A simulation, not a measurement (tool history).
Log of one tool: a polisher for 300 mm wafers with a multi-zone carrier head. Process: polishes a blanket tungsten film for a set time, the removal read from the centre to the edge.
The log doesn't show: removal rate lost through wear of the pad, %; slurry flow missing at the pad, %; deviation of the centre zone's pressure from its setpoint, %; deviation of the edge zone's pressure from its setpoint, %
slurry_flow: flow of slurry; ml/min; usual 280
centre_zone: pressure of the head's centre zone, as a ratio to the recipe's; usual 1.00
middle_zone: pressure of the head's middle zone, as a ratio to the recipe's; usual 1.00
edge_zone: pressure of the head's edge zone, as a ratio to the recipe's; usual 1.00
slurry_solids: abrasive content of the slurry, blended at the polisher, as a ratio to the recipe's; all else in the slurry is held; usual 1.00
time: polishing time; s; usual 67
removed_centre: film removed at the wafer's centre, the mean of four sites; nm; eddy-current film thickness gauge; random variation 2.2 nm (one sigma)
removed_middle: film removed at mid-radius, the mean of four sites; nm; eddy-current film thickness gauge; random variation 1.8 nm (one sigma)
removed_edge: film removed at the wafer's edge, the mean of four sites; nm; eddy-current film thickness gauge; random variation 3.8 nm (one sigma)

| run | hour | slurry_flow | centre_zone | middle_zone | edge_zone | slurry_solids | time | wafers since the last listed run | wafers polished on this pad | hours since the slurry nozzle was cleaned | hours since the centre zone pressure was calibrated | hours since the edge zone pressure was calibrated | hours since the carrier head's membrane was replaced | incoming thickness of the incoming film, nm | removed_centre | removed_middle | removed_edge |
|---|---|---|---|---|---|---|---|---|---|---|---|---|---|---|---|---|---|
| 1 | 0.0 | 280 | 1.00 | 1.00 | 1.00 | 1.00 | 67 | 0 | 793 | 347.1 | 275.7 | 339.1 | 628.0 | 859.0 | 300.5 | 289.2 | 286.7 |
|  | 30.4 | carrier head's membrane replaced by a new one |
| 2 | 61.0 | 280 | 1.00 | 1.00 | 1.00 | 1.00 | 67 | 551 | 1344 | 408.1 | 336.7 | 400.1 | 30.6 | 861.4 | 306.9 | 285.9 | 285.9 |
| 3 | 113.5 | 280 | 1.00 | 1.00 | 1.00 | 1.00 | 67 | 516 | 1861 | 460.6 | 389.2 | 452.6 | 83.1 | 866.1 | 308.6 | 283.7 | 288.6 |
|  | 121.7 | centre zone pressure recalibrated |
| 4 | 172.2 | 280 | 1.00 | 1.00 | 1.00 | 1.00 | 67 | 558 | 2420 | 519.3 | 50.5 | 511.3 | 141.8 | 860.6 | 288.8 | 286.6 | 293.5 |
|  | 209.0 | worn pad replaced by a new one |
| 5 | 214.5 | 280 | 1.00 | 1.00 | 1.00 | 1.00 | 67 | 377 | 54 | 561.6 | 92.8 | 553.6 | 184.1 | 852.5 | 293.0 | 283.7 | 290.2 |
| 6 | 294.8 | 280 | 1.00 | 1.00 | 1.00 | 1.00 | 67 | 790 | 844 | 641.9 | 173.1 | 633.9 | 264.4 | 854.1 | 292.2 | 280.2 | 287.8 |
|  | 341.4 | edge zone pressure recalibrated |
| 7 | 400.1 | 280 | 1.00 | 1.00 | 1.00 | 1.00 | 67 | 1016 | 1861 | 747.2 | 278.4 | 58.7 | 369.7 | 846.9 | 300.1 | 280.3 | 286.7 |
|  | 457.0 | slurry nozzle cleaned |
| 8 | 502.8 | 280 | 1.00 | 1.00 | 0.96 | 1.00 | 67 | 1001 | 2863 | 45.8 | 381.1 | 161.4 | 472.4 | 845.2 | 319.7 | 295.0 | 286.6 |
|  | 514.5 | worn pad replaced by a new one |
|  | 563.1 | centre zone pressure recalibrated |
| 9 | 566.7 | 280 | 1.00 | 1.00 | 0.96 | 1.00 | 67 | 570 | 493 | 109.7 | 3.6 | 225.3 | 536.3 | 856.3 | 299.9 | 294.2 | 288.6 |
| 10 | 673.7 | 280 | 1.11 | 1.00 | 1.07 | 1.15 | 51 | 1053 | 1547 | 216.7 | 110.6 | 332.3 | 643.3 | 863.1 | 264.1 | 230.8 | 237.2 |
| 11 | 726.3 | 280 | 1.00 | 1.00 | 0.96 | 1.00 | 67 | 517 | 2065 | 269.3 | 163.2 | 384.9 | 695.9 | 866.3 | 307.3 | 289.7 | 282.6 |
| 12 | 794.7 | 280 | 1.00 | 1.00 | 1.00 | 1.00 | 67 | 673 | 2738 | 337.7 | 231.6 | 453.3 | 764.3 | 842.9 | 312.8 | 288.8 | 285.0 |
|  | 823.5 | worn pad replaced by a new one |
|  | 845.5 | carrier head's membrane replaced by a new one |
|  | 929.1 | edge zone pressure recalibrated |
|  | 997.3 | centre zone pressure recalibrated |
| 13 | 1099.2 | 280 | 1.05 | 1.00 | 1.04 | 1.25 | 55 | 2869 | 2625 | 642.2 | 101.9 | 170.1 | 253.7 | 864.9 | 265.7 | 249.1 | 262.3 |
|  | 1168.6 | worn pad replaced by a new one |
| 14 | 1218.5 | 335 | 1.00 | 1.09 | 1.00 | 1.00 | 67 | 1135 | 490 | 761.5 | 221.2 | 289.4 | 373.0 | 855.7 | 296.4 | 308.3 | 289.8 |
|  | 1303.0 | slurry nozzle cleaned |
| 15 | 1321.2 | 280 | 1.00 | 1.00 | 1.00 | 1.15 | 67 | 1001 | 1492 | 18.2 | 323.9 | 392.1 | 475.7 | 866.8 | 325.4 | 305.4 | 304.8 |
|  | 1399.7 | centre zone pressure recalibrated |
| 16 | 1400.2 | 355 | 0.91 | 1.00 | 1.00 | 1.30 | 73 | 758 | 2250 | 97.2 | 0.5 | 471.1 | 554.7 | 857.9 | 327.1 | 352.8 | 345.1 |
|  | 1425.7 | worn pad replaced by a new one |
| 17 | 1454.1 | 375 | 1.00 | 1.00 | 1.00 | 1.00 | 67 | 491 | 279 | 151.1 | 54.4 | 525.0 | 608.6 | 870.1 | 306.5 | 297.6 | 299.9 |
|  | 1506.0 | edge zone pressure recalibrated |
| 18 | 1507.4 | 280 | 1.00 | 1.00 | 1.00 | 1.00 | 67 | 505 | 784 | 204.4 | 107.7 | 1.4 | 661.9 | 855.3 | 299.6 | 291.2 | 291.9 |

The same runs without the tool's hidden state, with the same run-to-run variation:
| run | removed_centre | removed_middle | removed_edge |
|---|---|---|---|
| 1 | 294.8 | 295.8 | 291.7 |
| 2 | 299.0 | 293.6 | 291.6 |
| 3 | 298.8 | 292.4 | 295.2 |
| 4 | 294.8 | 296.5 | 301.1 |
| 5 | 297.7 | 294.4 | 298.4 |
| 6 | 294.3 | 292.6 | 297.3 |
| 7 | 299.4 | 295.4 | 298.2 |
| 8 | 296.1 | 295.9 | 287.2 |
| 9 | 297.7 | 295.9 | 289.8 |
| 10 | 258.3 | 233.3 | 239.1 |
| 11 | 298.4 | 293.6 | 285.4 |
| 12 | 301.1 | 293.8 | 288.7 |
| 13 | 275.5 | 258.3 | 269.6 |
| 14 | 301.4 | 320.8 | 298.7 |
| 15 | 311.1 | 306.1 | 305.2 |
| 16 | 326.7 | 354.4 | 346.3 |
| 17 | 303.5 | 299.5 | 301.3 |
| 18 | 295.0 | 294.3 | 294.2 |

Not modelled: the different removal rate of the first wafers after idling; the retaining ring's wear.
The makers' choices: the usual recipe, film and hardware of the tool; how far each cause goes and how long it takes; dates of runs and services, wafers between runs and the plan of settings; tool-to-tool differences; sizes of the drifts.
